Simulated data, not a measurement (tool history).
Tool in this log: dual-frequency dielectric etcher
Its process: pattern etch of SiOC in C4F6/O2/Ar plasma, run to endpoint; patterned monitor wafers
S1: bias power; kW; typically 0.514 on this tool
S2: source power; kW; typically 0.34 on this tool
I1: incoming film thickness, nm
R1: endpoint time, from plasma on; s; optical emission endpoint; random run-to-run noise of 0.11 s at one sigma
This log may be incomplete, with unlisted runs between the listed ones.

run,hour,S1,S2,I1,R1
1,0,0.514,0.34,40.13,14.3
2,31.8,0.514,0.34,39.94,13.8
3,129.8,0.514,0.34,39.81,13.9
4,158.7,0.553,0.37,40.13,13.2
5,178.8,0.514,0.29,40.35,15
6,197.6,0.514,0.29,40.07,14.9
# hour 238.6: upper electrode replaced
7,239.1,0.514,0.29,39.51,14.5
8,254.1,0.514,0.36,40.63,13.8
# hour 269: bias power generator calibrated
9,282.7,0.514,0.36,40.21,13.5
10,300.4,0.514,0.36,40.03,13.5
11,315.6,0.514,0.34,40.31,13.9
# hour 351.9: wet clean of the chamber
12,352.4,0.399,0.27,40.42,16.1
13,363.4,0.589,0.27,40.45,14
14,381.5,0.514,0.34,40.28,13.5
15,404,0.632,0.36,40.04,12.1
16,418.4,0.514,0.32,40.62,13.9
# hour 435.9: source power generator calibrated
17,445.6,0.459,0.4,40.59,13.3
# hour 471.6: wet clean of the chamber, repeated, since the last time left the tool worse
18,477.1,0.514,0.34,40.02,14.1
19,507.4,0.442,0.31,40.23,15.6
20,519.9,0.414,0.39,40.6,14.8
21,554.5,0.399,0.27,40.14,16.8
22,573.7,0.637,0.31,40.3,13.4
23,604.4,0.423,0.36,40.11,14.8

Difference, measured minus no-hidden-state, one row per run. Run-to-run variation is common to both terms; the gauge's own scatter need not be:
Unlogged tool condition in this case: etch rate over this chamber's usual, %; bias power that arrives over what is set, %; source power that arrives over what is set, %.
run,R1
1,-0.1
2,-0.2
3,-0.3
4,-0.3
5,-0.3
6,-0.3
7,-0.3
8,-0.4
9,-0.4
10,-0.4
11,-0.4
12,-1
13,-0.8
14,-0.9
15,-0.8
16,-0.9
17,-0.9
18,-0.1
19,-0.1
20,+0
21,-0.1
22,-0.1
23,-0.1
